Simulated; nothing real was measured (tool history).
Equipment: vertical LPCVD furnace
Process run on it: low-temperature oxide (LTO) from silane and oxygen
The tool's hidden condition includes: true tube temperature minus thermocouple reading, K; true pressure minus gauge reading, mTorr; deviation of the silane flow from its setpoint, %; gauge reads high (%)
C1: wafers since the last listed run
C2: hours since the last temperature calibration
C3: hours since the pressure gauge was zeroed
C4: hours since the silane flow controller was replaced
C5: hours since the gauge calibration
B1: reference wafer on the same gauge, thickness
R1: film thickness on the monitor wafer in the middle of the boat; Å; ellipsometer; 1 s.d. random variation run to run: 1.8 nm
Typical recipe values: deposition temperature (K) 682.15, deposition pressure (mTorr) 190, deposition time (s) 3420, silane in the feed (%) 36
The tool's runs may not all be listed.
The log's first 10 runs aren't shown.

Run 11, day 5.125: usual settings but deposition temperature (K) 674.15; C1 51; C2 58; C3 4.4; C4 4293.5; C5 108; B1 463.25. Result: R1 4475.4 Å.
Run 12, day 5.288: usual settings but deposition temperature (K) 671.15, deposition time (s) 4140; C1 51; C2 61.9; C3 8.3; C4 4297.4; C5 111.9; B1 463.24. Result: R1 5254.4 Å.
At day 6.658: silane flow controller replaced.
Run 13, day 6.679: usual settings but deposition time (s) 4080, silane in the feed (%) 38; C1 124; C2 95.3; C3 41.7; C4 0.5; C5 145.3; B1 462.78. Result: R1 6244.4 Å.
Run 14, day 6.842: usual settings but deposition time (s) 2820, silane in the feed (%) 43; C1 51; C2 99.2; C3 45.6; C4 4.4; C5 149.2; B1 462.88. Result: R1 4985.7 Å.
Run 15, day 7.004: usual settings but deposition temperature (K) 678.15, deposition pressure (mTorr) 235, silane in the feed (%) 42; C1 51; C2 103.1; C3 49.5; C4 8.3; C5 153.1; B1 462.73. Result: R1 6977.1 Å.
Run 16, day 7.404: usual settings but deposition temperature (K) 691.15, deposition pressure (mTorr) 160, silane in the feed (%) 41; C1 127; C2 112.7; C3 59.1; C4 17.9; C5 162.7; B1 463.06. Result: R1 5331.5 Å.
Run 17, day 7.792: usual settings but silane in the feed (%) 29; C1 123; C2 122; C3 68.4; C4 27.2; C5 172; B1 462.92. Result: R1 3655.1 Å.
Run 18, day 8.333: usual settings but deposition pressure (mTorr) 165, silane in the feed (%) 38; C1 172; C2 135; C3 81.4; C4 40.2; C5 185; B1 463.18. Result: R1 4562.7 Å.
Run 19, day 8.592: usual settings but deposition temperature (K) 688.15, silane in the feed (%) 33; C1 82; C2 141.2; C3 87.6; C4 46.4; C5 191.2; B1 463.32. Result: R1 4676.1 Å.
Run 20, day 9.304: usual settings but deposition temperature (K) 672.15, deposition pressure (mTorr) 225, deposition time (s) 4140, silane in the feed (%) 31; C1 226; C2 158.3; C3 104.7; C4 63.5; C5 208.3; B1 463.21. Result: R1 5148.7 Å.
Run 21, day 11.175: usual settings but deposition pressure (mTorr) 205; C1 595; C2 203.2; C3 149.6; C4 108.4; C5 253.2; B1 462.85. Result: R1 5334.9 Å.
Run 22, day 11.671: usual settings but deposition temperature (K) 688.15; C1 157; C2 215.1; C3 161.5; C4 120.3; C5 265.1; B1 462.7. Result: R1 5300.4 Å.
Run 23, day 12.4: usual settings but deposition temperature (K) 689.15, deposition pressure (mTorr) 155, silane in the feed (%) 30; C1 231; C2 232.6; C3 179; C4 137.8; C5 282.6; B1 463.03. Result: R1 3434.6 Å.
Run 24, day 13.071: usual settings but deposition temperature (K) 671.15, deposition pressure (mTorr) 235, deposition time (s) 2940, silane in the feed (%) 31; C1 213; C2 248.7; C3 195.1; C4 153.9; C5 298.7; B1 463.06. Result: R1 3786.3 Å.

Run 25, settings as shown, results not yet in. Your forecast:
Run 25, day 13.596: usual settings but deposition time (s) 2130, silane in the feed (%) 31; C1 166; C2 261.3; C3 207.7; C4 166.5; C5 311.3; B1 ?. Result: R1 ?.

Logged for run 25: B1 462.83, R1 2520 Å.
With the hidden condition absent and the run-to-run variation left alone, this run would have shown R1 2459.2 Å.
